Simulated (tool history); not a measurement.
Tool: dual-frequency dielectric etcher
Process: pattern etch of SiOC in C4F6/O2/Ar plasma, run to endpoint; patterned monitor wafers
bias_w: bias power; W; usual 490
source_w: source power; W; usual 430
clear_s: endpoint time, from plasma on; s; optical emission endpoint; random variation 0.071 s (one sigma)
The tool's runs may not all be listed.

run	hour	bias_w	source_w	incoming incoming film thickness, nm	clear_s
1	0.0	490	430	49.37	17.8
2	28.3	490	380	49.32	19.2
3	55.6	490	380	49.31	19.1
4	73.7	490	380	49.05	19.0
5	89.0	490	430	48.98	17.7
6	112.9	411	500	49.29	18.3
7	139.7	411	500	49.23	18.2
# hour 176.4: upper electrode replaced
8	176.9	490	430	48.79	17.7
9	185.3	490	430	49.20	17.7
10	204.7	418	430	49.10	19.6
# hour 231.2: wet clean of the chamber
11	231.7	418	430	49.12	19.5
# hour 256.0: bias power generator calibrated
12	256.5	418	430	49.13	19.6
13	282.0	432	430	49.23	19.1
14	310.9	432	430	49.44	19.2
15	344.3	539	480	49.03	15.7
16	371.8	534	430	49.23	16.9
17	401.6	415	360	49.06	21.7
18	421.9	490	430	49.54	17.9
19	440.4	534	430	48.88	16.7
20	456.0	438	360	49.22	21.2
21	470.0	422	350	49.61	22.1
22	499.9	490	430	49.05	17.7
23	524.0	583	350	48.78	18.0
24	543.3	552	540	48.81	14.5
25	557.5	490	430	48.74	17.4
# hour 570.2: source power generator calibrated
# hour 611.1: wet clean of the chamber
26	611.6	439	400	49.41	19.9
27	618.5	418	430	49.63	19.7
28	630.8	526	520	49.37	15.3
29	678.3	447	470	49.20	17.9
30	695.9	490	430	49.38	17.9
31	712.3	575	460	49.58	15.8
32	741.2	385	400	49.32	21.6
33	775.1	421	360	49.07	21.6
34	800.8	610	480	48.79	14.6
35	823.7	374	430	49.00	21.0

4 ways to go on from here, each from the tool as it stands after run 35. What would each give?
A	824.1	490	520	49.35	?
B	824.1	490	500	49.35	?
C	824.1	571	380	49.35	?
D	824.1	543	430	49.35	?

run	clear_s
A	16.1
B	16.4
C	17.5
D	16.8
Without the tool's hidden state the same runs would have given:
run	clear_s
A	16.1
B	16.4
C	17.5
D	16.8

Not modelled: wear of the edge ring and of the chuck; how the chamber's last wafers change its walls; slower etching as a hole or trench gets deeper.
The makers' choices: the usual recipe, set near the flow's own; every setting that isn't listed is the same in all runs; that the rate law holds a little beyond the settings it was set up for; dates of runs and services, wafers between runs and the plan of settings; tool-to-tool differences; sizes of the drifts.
